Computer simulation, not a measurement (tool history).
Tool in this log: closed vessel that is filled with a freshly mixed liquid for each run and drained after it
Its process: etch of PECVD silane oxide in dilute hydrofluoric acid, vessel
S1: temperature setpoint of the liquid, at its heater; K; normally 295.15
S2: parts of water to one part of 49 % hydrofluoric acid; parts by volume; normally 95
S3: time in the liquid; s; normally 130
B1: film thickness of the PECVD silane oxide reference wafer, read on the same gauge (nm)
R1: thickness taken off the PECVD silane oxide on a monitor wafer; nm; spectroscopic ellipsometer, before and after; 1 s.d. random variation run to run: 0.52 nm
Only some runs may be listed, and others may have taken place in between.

| run | day | S1 | S2 | S3 | B1 | R1 |
|---|---|---|---|---|---|---|
| 1 | 0 | 295.15 | 95 | 130 | 130.03 | 54.25 |
| 2 | 2.483 | 295.15 | 95 | 75 | 129.97 | 31.52 |
| 3 | 4.738 | 295.15 | 95 | 75 | 130 | 31.92 |
| 4 | 7.921 | 295.15 | 95 | 130 | 130.01 | 55.68 |
| 5 | 11.575 | 295.15 | 95 | 150 | 130 | 64.51 |
| 6 | 13.712 | 295.15 | 95 | 150 | 130 | 63.61 |
| 7 | 16.279 | 295.15 | 70 | 130 | 129.99 | 77.82 |
| 8 | 20.096 | 295.15 | 95 | 130 | 130.01 | 56.49 |
| 9 | 22.492 | 295.15 | 95 | 130 | 129.99 | 55.88 |
| 10 | 26.438 | 295.15 | 95 | 130 | 129.96 | 56.27 |
| 11 | 29.188 | 292.15 | 95 | 130 | 129.97 | 49.77 |
| 12 | 32.062 | 290.65 | 95 | 165 | 130.04 | 59.71 |
| 13 | 35.458 | 299.15 | 75 | 130 | 129.99 | 86.49 |
| 14 | 38.796 | 290.15 | 125 | 130 | 130 | 34.02 |
| 15 | 43.2 | 290.65 | 95 | 130 | 130.02 | 47.37 |
| 16 | 47.008 | 290.15 | 125 | 130 | 129.98 | 34.21 |
| 17 | 49.496 | 299.65 | 95 | 170 | 130 | 87.93 |
| 18 | 51.479 | 295.15 | 55 | 160 | 130.02 | 129.2 |
| 19 | 55.179 | 295.15 | 95 | 130 | 130 | 57.99 |
| 20 | 63.879 | 295.15 | 75 | 75 | 130.01 | 40.12 |
| 21 | 68.117 | 298.65 | 95 | 160 | 130.02 | 77.33 |
| 22 | 69.708 | 295.15 | 130 | 85 | 130 | 24.83 |
| 23 | 73.912 | 295.15 | 125 | 160 | 130.01 | 49.35 |
| 24 | 76.425 | 295.15 | 130 | 210 | 129.99 | 61.79 |
| 25 | 78.771 | 290.65 | 95 | 130 | 130.01 | 45.14 |
| 26 | 90.742 | 295.15 | 125 | 210 | 130.01 | 65.07 |
| 27 | 94.733 | 295.15 | 95 | 130 | 130 | 55.9 |
| 28 | 98.146 | 295.15 | 95 | 130 | 130 | 57.34 |
| 29 | 100.596 | 295.15 | 95 | 130 | 130.02 | 56.26 |
| 30 | 102.692 | 295.15 | 95 | 130 | 129.98 | 56.65 |
| 31 | 104.854 | 295.15 | 95 | 60 | 130.01 | 26.05 |
| 32 | 108.475 | 298.65 | 125 | 130 | 130 | 48.31 |
| 33 | 111.588 | 298.65 | 95 | 130 | 130.02 | 66.58 |
| 34 | 115.083 | 292.65 | 130 | 75 | 130.01 | 20.87 |

Taken out of this log: 4 entries between the listed runs. Where each belongs, and how the hidden state differs across it:
Logged between run 3 and run 4: hydrofluoric acid flow meter replaced (day 5.529)
  liquid hotter than its thermometer reads (K): 0.852 -> 0.94
  measured value less the no-hidden-state value, R1: +1.08 -> +2.07 nm
Logged between run 19 and run 20: thermometer replaced (day 59.017)
  liquid hotter than its thermometer reads (K): 2.24 -> 0.497
  measured value less the no-hidden-state value, R1: +4.97 -> +0.81 nm
Logged between run 21 and run 22: gauge calibrated (day 68.454)
  liquid hotter than its thermometer reads (K): 0.613 -> 0.656
  measured value less the no-hidden-state value, R1: +1.82 -> +0.64 nm
Logged between run 25 and run 26: hydrofluoric acid flow meter replaced (day 85.708)
  liquid hotter than its thermometer reads (K): 0.905 -> 1.23
  measured value less the no-hidden-state value, R1: +1.67 -> +3.08 nm

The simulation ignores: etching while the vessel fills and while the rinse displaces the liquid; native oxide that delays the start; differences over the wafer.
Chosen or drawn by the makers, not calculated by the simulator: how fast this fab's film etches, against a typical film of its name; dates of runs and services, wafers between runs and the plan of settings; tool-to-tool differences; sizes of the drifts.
